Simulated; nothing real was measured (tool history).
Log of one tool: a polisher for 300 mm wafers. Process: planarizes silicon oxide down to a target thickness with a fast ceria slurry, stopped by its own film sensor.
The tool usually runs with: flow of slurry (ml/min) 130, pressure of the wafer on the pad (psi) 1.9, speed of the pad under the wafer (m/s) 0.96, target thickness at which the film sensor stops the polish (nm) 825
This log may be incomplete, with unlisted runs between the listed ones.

run   hour  flow of slurry (ml/min)  pressure of the wafer on the pad (psi)  speed of the pad under the wafer (m/s)  target thickness at which the film sensor stops the polish (nm)  incoming thickness of the incoming film, nm  time until the film sensor stopped the polish (s)
  1    0.0                      130                                     1.9                                    0.96                                                              825                                       1796.7                                               92.5
  2   14.7                      130                                     1.9                                    1.20                                                              825                                       1790.8                                               75.0
  3   29.7                      130                                     1.9                                    1.20                                                              825                                       1779.5                                               74.5
  4   36.6                      130                                     2.4                                    0.96                                                              970                                       1759.4                                               61.3
  5   49.9                      130                                     2.4                                    0.96                                                              970                                       1789.6                                               62.3
  6   65.7                      130                                     2.4                                    0.96                                                              970                                       1815.0                                               64.4
      70.1  -- worn pad replaced by a new one
  7  116.2                      130                                     1.9                                    0.96                                                              825                                       1770.1                                               93.8
  8  131.2                      130                                     1.9                                    0.96                                                              825                                       1761.4                                               92.2
  9  145.3                      130                                     1.9                                    0.96                                                              825                                       1805.8                                              100.2
 10  153.6                       95                                     1.9                                    0.96                                                              825                                       1781.2                                              107.6
     163.1  -- worn pad replaced by a new one
 11  166.3                      130                                     1.9                                    0.96                                                              825                                       1777.7                                               99.5
 12  182.4                      130                                     1.9                                    0.96                                                              825                                       1769.7                                               95.5
     210.0  -- slurry nozzle cleaned
 13  211.2                      130                                     2.4                                    0.96                                                              970                                       1825.1                                               59.9
 14  225.8                      170                                     1.6                                    1.12                                                              668                                       1792.1                                               96.6
     234.0  -- worn pad replaced by a new one
 15  234.8                      130                                     1.9                                    1.20                                                              917                                       1761.4                                               59.5
 16  241.5                      160                                     1.9                                    0.76                                                              968                                       1803.2                                               88.9
 17  258.1                      160                                     1.9                                    0.96                                                              678                                       1807.1                                               96.3
 18  274.9                      130                                     1.9                                    0.96                                                              825                                       1785.2                                               84.1
 19  284.5                      130                                     1.9                                    1.16                                                              825                                       1811.7                                               72.8
     297.9  -- head pressure recalibrated
 20  302.2                      160                                     1.9                                    0.64                                                              825                                       1807.0                                              118.8
     312.8  -- worn pad replaced by a new one
 21  316.2                      100                                     1.9                                    0.96                                                              672                                       1770.2                                               99.7
 22  333.8                       85                                     1.9                                    0.86                                                              825                                       1786.0                                              100.6
 23  349.1                      130                                     1.9                                    0.78                                                              534                                       1772.3                                              130.0
 24  360.5                      145                                     2.2                                    1.08                                                              825                                       1775.9                                               64.2
 25  378.2                      130                                     1.9                                    0.96                                                              509                                       1766.6                                              110.4

Branching from run 25: 4 alternative next runs. What would each branch give?
  A  378.7                      130                                     1.9                                    0.96                                                              825                                       1772.8                                                  ?
  B  378.7                      130                                     1.7                                    1.18                                                              825                                       1772.8                                                  ?
  C  378.7                      115                                     2.3                                    0.68                                                              825                                       1772.8                                                  ?
  D  378.7                       90                                     1.9                                    0.96                                                              825                                       1772.8                                                  ?

run  time until the film sensor stopped the polish (s)
  A                                               83.8
  B                                               77.4
  C                                               96.7
  D                                               90.7
Without the tool's hidden state the same runs would have given:
run  time until the film sensor stopped the polish (s)
  A                                               82.7
  B                                               76.4
  C                                               95.4
  D                                               89.2
